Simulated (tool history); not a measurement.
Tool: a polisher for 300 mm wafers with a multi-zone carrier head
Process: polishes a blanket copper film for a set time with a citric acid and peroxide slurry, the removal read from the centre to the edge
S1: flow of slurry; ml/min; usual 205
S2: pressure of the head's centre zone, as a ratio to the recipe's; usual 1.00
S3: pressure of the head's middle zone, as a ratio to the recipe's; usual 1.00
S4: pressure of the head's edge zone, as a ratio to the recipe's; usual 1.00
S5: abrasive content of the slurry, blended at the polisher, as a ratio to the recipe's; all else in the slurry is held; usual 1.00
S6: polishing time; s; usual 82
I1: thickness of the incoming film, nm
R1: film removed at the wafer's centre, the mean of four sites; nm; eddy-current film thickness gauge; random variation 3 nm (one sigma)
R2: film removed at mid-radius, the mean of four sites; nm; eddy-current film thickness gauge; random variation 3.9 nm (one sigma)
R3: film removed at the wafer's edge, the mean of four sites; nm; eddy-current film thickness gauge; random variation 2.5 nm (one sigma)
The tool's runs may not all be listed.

run,hour,S1,S2,S3,S4,S5,S6,I1,R1,R2,R3
1,0.0,205,1.00,0.97,1.00,1.00,82,1233.9,260.4,261.6,283.2
2,48.5,205,1.00,0.97,1.00,1.00,82,1257.8,249.6,262.7,275.2
3,79.1,205,1.00,1.00,1.00,1.00,82,1252.5,252.1,270.8,272.5
# hour 109.4: centre zone pressure recalibrated
# hour 109.6: worn pad replaced by a new one
4,137.4,205,1.00,1.00,1.00,1.00,82,1245.8,288.4,287.0,295.8
5,162.9,205,1.00,1.00,1.00,1.00,82,1248.9,276.6,278.5,288.6
6,228.8,205,1.00,1.00,1.00,1.00,82,1246.0,257.3,277.9,276.0
# hour 269.3: worn pad replaced by a new one
7,269.8,205,1.00,1.00,1.00,1.00,82,1245.1,289.7,307.7,315.0
8,295.7,205,1.00,1.00,1.00,1.00,82,1279.0,274.7,286.5,298.7
# hour 333.1: carrier head's membrane replaced by a new one
9,333.6,205,1.05,1.00,1.00,1.00,82,1238.7,273.7,280.6,283.6
# hour 378.6: slurry nozzle cleaned
10,389.3,205,0.97,0.93,1.00,0.80,110,1264.8,316.5,323.4,355.4
# hour 402.0: edge zone pressure recalibrated
11,417.6,205,1.06,1.09,1.00,1.00,82,1249.4,268.6,287.6,269.8
# hour 448.4: worn pad replaced by a new one
12,478.8,205,1.00,1.00,1.00,1.00,82,1251.5,263.8,282.8,289.3
# hour 482.1: centre zone pressure recalibrated
13,549.4,205,1.07,1.00,1.00,1.00,82,1232.7,283.8,275.4,273.6
14,589.4,205,1.00,1.05,1.00,1.20,82,1247.3,273.3,288.6,285.7
# hour 627.0: worn pad replaced by a new one
15,639.2,205,1.00,1.00,1.00,1.10,67,1267.3,235.5,238.2,249.1
16,683.7,205,1.00,1.00,1.00,1.00,103,1270.0,337.4,344.5,355.2
17,741.4,205,1.00,1.00,1.00,1.00,82,1258.4,249.9,261.8,267.4
# hour 767.4: worn pad replaced by a new one
18,772.9,205,1.00,1.00,0.97,1.00,82,1265.0,280.7,299.6,300.5
# hour 809.2: slurry nozzle cleaned
19,810.7,205,1.00,0.97,1.00,1.00,82,1248.4,261.6,274.6,282.1

4 ways to go on from here, each from the tool as it stands after run 19. What would each give?
A,811.2,205,1.00,1.00,1.00,0.85,82,1265.3,?,?,?
B,811.2,205,0.94,1.00,1.05,1.00,82,1265.3,?,?,?
C,811.2,205,1.00,1.00,1.00,1.00,91,1265.3,?,?,?
D,811.2,230,0.93,1.00,1.00,1.00,82,1265.3,?,?,?

run,R1,R2,R3
A,255.0,269.3,277.5
B,247.0,277.8,293.1
C,291.9,308.2,317.6
D,247.2,280.8,288.4
Without the tool's hidden state the same runs would have given:
run,R1,R2,R3
A,296.2,296.3,305.4
B,287.0,305.6,322.5
C,338.9,339.1,349.5
D,287.2,308.9,317.4
